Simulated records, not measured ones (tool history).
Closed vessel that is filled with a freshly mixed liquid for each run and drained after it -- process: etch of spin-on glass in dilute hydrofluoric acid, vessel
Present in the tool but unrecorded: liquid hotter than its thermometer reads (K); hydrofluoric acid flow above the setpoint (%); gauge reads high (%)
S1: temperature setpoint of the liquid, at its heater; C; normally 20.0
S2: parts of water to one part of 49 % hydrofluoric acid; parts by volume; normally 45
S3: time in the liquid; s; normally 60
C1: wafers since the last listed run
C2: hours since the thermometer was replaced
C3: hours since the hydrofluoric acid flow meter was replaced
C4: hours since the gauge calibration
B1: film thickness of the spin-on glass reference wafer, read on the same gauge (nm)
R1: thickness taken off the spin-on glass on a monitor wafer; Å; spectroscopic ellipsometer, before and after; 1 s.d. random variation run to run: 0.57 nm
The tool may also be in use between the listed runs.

{"run": 1, "hour": 0.0, "S1": 20.0, "S2": 45, "S3": 60, "C1": 0, "C2": 884.1, "C3": 921.0, "C4": 334.7, "B1": 39.96, "R1": 902.2}
{"run": 2, "hour": 25.4, "S1": 20.0, "S2": 45, "S3": 60, "C1": 2835, "C2": 909.5, "C3": 946.4, "C4": 360.1, "B1": 40.01, "R1": 905.6}
{"run": 3, "hour": 57.7, "S1": 20.0, "S2": 45, "S3": 60, "C1": 3605, "C2": 941.8, "C3": 978.7, "C4": 392.4, "B1": 40.01, "R1": 919.5}
{"run": 4, "hour": 70.4, "S1": 20.0, "S2": 45, "S3": 60, "C1": 1417, "C2": 954.5, "C3": 991.4, "C4": 405.1, "B1": 39.98, "R1": 909.2}
{"hour": 91.9, "done": "gauge calibrated"}
{"run": 5, "hour": 104.4, "S1": 20.0, "S2": 45, "S3": 60, "C1": 3795, "C2": 988.5, "C3": 1025.4, "C4": 12.5, "B1": 40.05, "R1": 915.9}
{"run": 6, "hour": 154.9, "S1": 22.0, "S2": 45, "S3": 60, "C1": 5637, "C2": 1039.0, "C3": 1075.9, "C4": 63.0, "B1": 40.0, "R1": 1000.5}
{"run": 7, "hour": 175.0, "S1": 22.0, "S2": 45, "S3": 60, "C1": 2243, "C2": 1059.1, "C3": 1096.0, "C4": 83.1, "B1": 40.02, "R1": 1005.5}
{"run": 8, "hour": 204.5, "S1": 20.0, "S2": 45, "S3": 60, "C1": 3293, "C2": 1088.6, "C3": 1125.5, "C4": 112.6, "B1": 40.02, "R1": 923.8}
{"run": 9, "hour": 223.8, "S1": 20.0, "S2": 45, "S3": 60, "C1": 2154, "C2": 1107.9, "C3": 1144.8, "C4": 131.9, "B1": 40.02, "R1": 920.2}
{"run": 10, "hour": 247.2, "S1": 20.0, "S2": 45, "S3": 60, "C1": 2612, "C2": 1131.3, "C3": 1168.2, "C4": 155.3, "B1": 40.03, "R1": 926.0}
{"run": 11, "hour": 277.4, "S1": 20.0, "S2": 45, "S3": 60, "C1": 3371, "C2": 1161.5, "C3": 1198.4, "C4": 185.5, "B1": 40.02, "R1": 920.7}
{"run": 12, "hour": 318.9, "S1": 20.0, "S2": 45, "S3": 60, "C1": 4632, "C2": 1203.0, "C3": 1239.9, "C4": 227.0, "B1": 39.99, "R1": 929.5}
{"run": 13, "hour": 335.8, "S1": 20.0, "S2": 45, "S3": 60, "C1": 1886, "C2": 1219.9, "C3": 1256.8, "C4": 243.9, "B1": 40.04, "R1": 943.8}
{"run": 14, "hour": 364.2, "S1": 20.0, "S2": 45, "S3": 60, "C1": 3170, "C2": 1248.3, "C3": 1285.2, "C4": 272.3, "B1": 40.02, "R1": 935.1}
{"run": 15, "hour": 392.5, "S1": 20.0, "S2": 45, "S3": 50, "C1": 3159, "C2": 1276.6, "C3": 1313.5, "C4": 300.6, "B1": 39.96, "R1": 778.1}
{"run": 16, "hour": 410.1, "S1": 20.0, "S2": 30, "S3": 40, "C1": 1964, "C2": 1294.2, "C3": 1331.1, "C4": 318.2, "B1": 39.99, "R1": 960.4}
{"run": 17, "hour": 437.9, "S1": 22.5, "S2": 45, "S3": 40, "C1": 3103, "C2": 1322.0, "C3": 1358.9, "C4": 346.0, "B1": 39.94, "R1": 694.3}
{"run": 18, "hour": 465.8, "S1": 20.0, "S2": 45, "S3": 60, "C1": 3114, "C2": 1349.9, "C3": 1386.8, "C4": 373.9, "B1": 40.01, "R1": 937.3}
{"hour": 482.2, "done": "hydrofluoric acid flow meter replaced"}
{"run": 19, "hour": 482.7, "S1": 18.0, "S2": 25, "S3": 35, "C1": 1774, "C2": 1366.8, "C3": 0.5, "C4": 390.8, "B1": 39.98, "R1": 928.8}
{"hour": 484.3, "done": "gauge calibrated"}
{"run": 20, "hour": 495.6, "S1": 20.0, "S2": 45, "S3": 60, "C1": 1440, "C2": 1379.7, "C3": 13.4, "C4": 11.3, "B1": 39.95, "R1": 950.2}
{"run": 21, "hour": 528.1, "S1": 23.5, "S2": 35, "S3": 60, "C1": 3627, "C2": 1412.2, "C3": 45.9, "C4": 43.8, "B1": 39.99, "R1": 1431.8}
{"hour": 541.0, "done": "thermometer replaced"}
{"run": 22, "hour": 548.1, "S1": 17.0, "S2": 55, "S3": 75, "C1": 2120, "C2": 7.1, "C3": 65.9, "C4": 63.8, "B1": 40.03, "R1": 749.4}
{"run": 23, "hour": 582.0, "S1": 20.0, "S2": 45, "S3": 60, "C1": 3784, "C2": 41.0, "C3": 99.8, "C4": 97.7, "B1": 39.96, "R1": 840.9}
{"run": 24, "hour": 617.1, "S1": 18.5, "S2": 65, "S3": 60, "C1": 3918, "C2": 76.1, "C3": 134.9, "C4": 132.8, "B1": 40.01, "R1": 540.6}
{"run": 25, "hour": 633.6, "S1": 17.0, "S2": 55, "S3": 90, "C1": 1841, "C2": 92.6, "C3": 151.4, "C4": 149.3, "B1": 40.01, "R1": 908.8}

For run 26, what comes out?
{"run": 26, "hour": 645.8, "S1": 17.5, "S2": 35, "S3": 85, "C1": 1361, "C2": 104.8, "C3": 163.6, "C4": 161.5, "B1": "?", "R1": "?"}

{"run 26": {"B1": 39.97, "R1": 1407.3}}
The same run, on a tool lacking any hidden state, would have yielded R1 1385.3 Å.
